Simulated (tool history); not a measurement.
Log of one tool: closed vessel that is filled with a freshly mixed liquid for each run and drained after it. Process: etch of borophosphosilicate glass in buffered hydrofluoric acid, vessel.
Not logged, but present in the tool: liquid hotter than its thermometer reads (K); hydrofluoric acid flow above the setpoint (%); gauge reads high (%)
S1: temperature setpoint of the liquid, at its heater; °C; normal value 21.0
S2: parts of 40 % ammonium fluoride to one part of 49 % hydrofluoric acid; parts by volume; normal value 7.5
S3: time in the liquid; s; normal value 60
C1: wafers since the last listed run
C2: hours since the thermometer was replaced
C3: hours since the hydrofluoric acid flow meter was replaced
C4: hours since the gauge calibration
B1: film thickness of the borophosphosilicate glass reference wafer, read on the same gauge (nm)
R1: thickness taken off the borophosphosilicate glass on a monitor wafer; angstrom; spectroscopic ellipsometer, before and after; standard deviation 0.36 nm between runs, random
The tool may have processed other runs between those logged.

{"run": 1, "hour": 0.0, "S1": 23.0, "S2": 7.5, "S3": 60, "C1": 0, "C2": 807.7, "C3": 1123.8, "C4": 89.8, "B1": 40.01, "R1": 811.1}
{"run": 2, "hour": 40.6, "S1": 23.0, "S2": 7.5, "S3": 60, "C1": 2698, "C2": 848.3, "C3": 1164.4, "C4": 130.4, "B1": 39.97, "R1": 823.2}
{"run": 3, "hour": 71.3, "S1": 23.0, "S2": 7.5, "S3": 60, "C1": 2040, "C2": 879.0, "C3": 1195.1, "C4": 161.1, "B1": 39.99, "R1": 820.2}
{"run": 4, "hour": 100.4, "S1": 21.0, "S2": 7.5, "S3": 60, "C1": 1933, "C2": 908.1, "C3": 1224.2, "C4": 190.2, "B1": 40.02, "R1": 737.4}
{"run": 5, "hour": 147.0, "S1": 21.0, "S2": 7.5, "S3": 60, "C1": 3096, "C2": 954.7, "C3": 1270.8, "C4": 236.8, "B1": 40.01, "R1": 744.7}
{"run": 6, "hour": 204.8, "S1": 21.0, "S2": 7.5, "S3": 60, "C1": 3841, "C2": 1012.5, "C3": 1328.6, "C4": 294.6, "B1": 39.99, "R1": 738.4}
{"run": 7, "hour": 255.3, "S1": 24.0, "S2": 7.5, "S3": 60, "C1": 3356, "C2": 1063.0, "C3": 1379.1, "C4": 345.1, "B1": 39.99, "R1": 871.3}
{"hour": 281.9, "done": "thermometer replaced"}
{"run": 8, "hour": 282.4, "S1": 24.0, "S2": 7.5, "S3": 60, "C1": 1734, "C2": 0.5, "C3": 1406.2, "C4": 372.2, "B1": 40.02, "R1": 817.0}
{"run": 9, "hour": 350.4, "S1": 21.0, "S2": 7.5, "S3": 60, "C1": 4519, "C2": 68.5, "C3": 1474.2, "C4": 440.2, "B1": 40.01, "R1": 701.7}
{"run": 10, "hour": 417.9, "S1": 21.0, "S2": 7.5, "S3": 60, "C1": 4485, "C2": 136.0, "C3": 1541.7, "C4": 507.7, "B1": 39.99, "R1": 697.0}
{"run": 11, "hour": 454.9, "S1": 21.0, "S2": 7.5, "S3": 60, "C1": 2458, "C2": 173.0, "C3": 1578.7, "C4": 544.7, "B1": 40.01, "R1": 696.0}
{"run": 12, "hour": 479.7, "S1": 21.0, "S2": 7.5, "S3": 60, "C1": 1648, "C2": 197.8, "C3": 1603.5, "C4": 569.5, "B1": 39.98, "R1": 699.8}
{"run": 13, "hour": 517.2, "S1": 21.0, "S2": 7.5, "S3": 60, "C1": 2492, "C2": 235.3, "C3": 1641.0, "C4": 607.0, "B1": 40.0, "R1": 708.6}
{"run": 14, "hour": 553.7, "S1": 21.0, "S2": 7.5, "S3": 60, "C1": 2425, "C2": 271.8, "C3": 1677.5, "C4": 643.5, "B1": 40.01, "R1": 704.2}
{"hour": 560.8, "done": "hydrofluoric acid flow meter replaced"}
{"run": 15, "hour": 624.4, "S1": 21.0, "S2": 7.5, "S3": 60, "C1": 4632, "C2": 342.5, "C3": 63.6, "C4": 714.2, "B1": 39.98, "R1": 707.5}
{"run": 16, "hour": 659.4, "S1": 21.0, "S2": 7.5, "S3": 60, "C1": 2326, "C2": 377.5, "C3": 98.6, "C4": 749.2, "B1": 40.01, "R1": 704.1}
{"run": 17, "hour": 778.1, "S1": 23.0, "S2": 9.5, "S3": 35, "C1": 7888, "C2": 496.2, "C3": 217.3, "C4": 867.9, "B1": 39.99, "R1": 370.9}
{"run": 18, "hour": 833.7, "S1": 21.0, "S2": 7.5, "S3": 60, "C1": 3695, "C2": 551.8, "C3": 272.9, "C4": 923.5, "B1": 40.02, "R1": 716.2}
{"run": 19, "hour": 861.3, "S1": 21.0, "S2": 7.5, "S3": 60, "C1": 1834, "C2": 579.4, "C3": 300.5, "C4": 951.1, "B1": 40.01, "R1": 714.0}
{"run": 20, "hour": 890.9, "S1": 21.0, "S2": 7.5, "S3": 60, "C1": 1967, "C2": 609.0, "C3": 330.1, "C4": 980.7, "B1": 39.97, "R1": 719.1}
{"run": 21, "hour": 929.1, "S1": 21.0, "S2": 7.5, "S3": 60, "C1": 2538, "C2": 647.2, "C3": 368.3, "C4": 1018.9, "B1": 39.98, "R1": 722.4}
{"run": 22, "hour": 987.5, "S1": 22.5, "S2": 10.0, "S3": 45, "C1": 3881, "C2": 705.6, "C3": 426.7, "C4": 1077.3, "B1": 40.0, "R1": 450.1}
{"run": 23, "hour": 1045.7, "S1": 18.0, "S2": 5.0, "S3": 45, "C1": 3867, "C2": 763.8, "C3": 484.9, "C4": 1135.5, "B1": 40.01, "R1": 668.3}
{"run": 24, "hour": 1072.7, "S1": 25.5, "S2": 8.5, "S3": 60, "C1": 1794, "C2": 790.8, "C3": 511.9, "C4": 1162.5, "B1": 40.02, "R1": 800.5}
{"run": 25, "hour": 1102.4, "S1": 24.0, "S2": 9.5, "S3": 70, "C1": 1973, "C2": 820.5, "C3": 541.6, "C4": 1192.2, "B1": 40.0, "R1": 788.5}
{"run": 26, "hour": 1174.1, "S1": 18.5, "S2": 7.5, "S3": 30, "C1": 4765, "C2": 892.2, "C3": 613.3, "C4": 1263.9, "B1": 40.0, "R1": 319.5}
{"hour": 1207.2, "done": "thermometer replaced"}
{"hour": 1231.8, "done": "gauge calibrated"}
{"run": 27, "hour": 1232.4, "S1": 21.0, "S2": 7.5, "S3": 60, "C1": 3808, "C2": 25.2, "C3": 671.6, "C4": 0.6, "B1": 40.0, "R1": 693.8}
{"run": 28, "hour": 1270.9, "S1": 21.0, "S2": 7.5, "S3": 70, "C1": 2558, "C2": 63.7, "C3": 710.1, "C4": 39.1, "B1": 40.03, "R1": 816.3}

Expected results for the next run?
{"run": 29, "hour": 1310.8, "S1": 21.0, "S2": 9.5, "S3": 90, "C1": 2651, "C2": 103.6, "C3": 750.0, "C4": 79.0, "B1": "?", "R1": "?"}

B1: 40.00
R1: 828.9 angstrom
Had the tool carried no hidden state, the very same run would have given R1 819.0 angstrom.
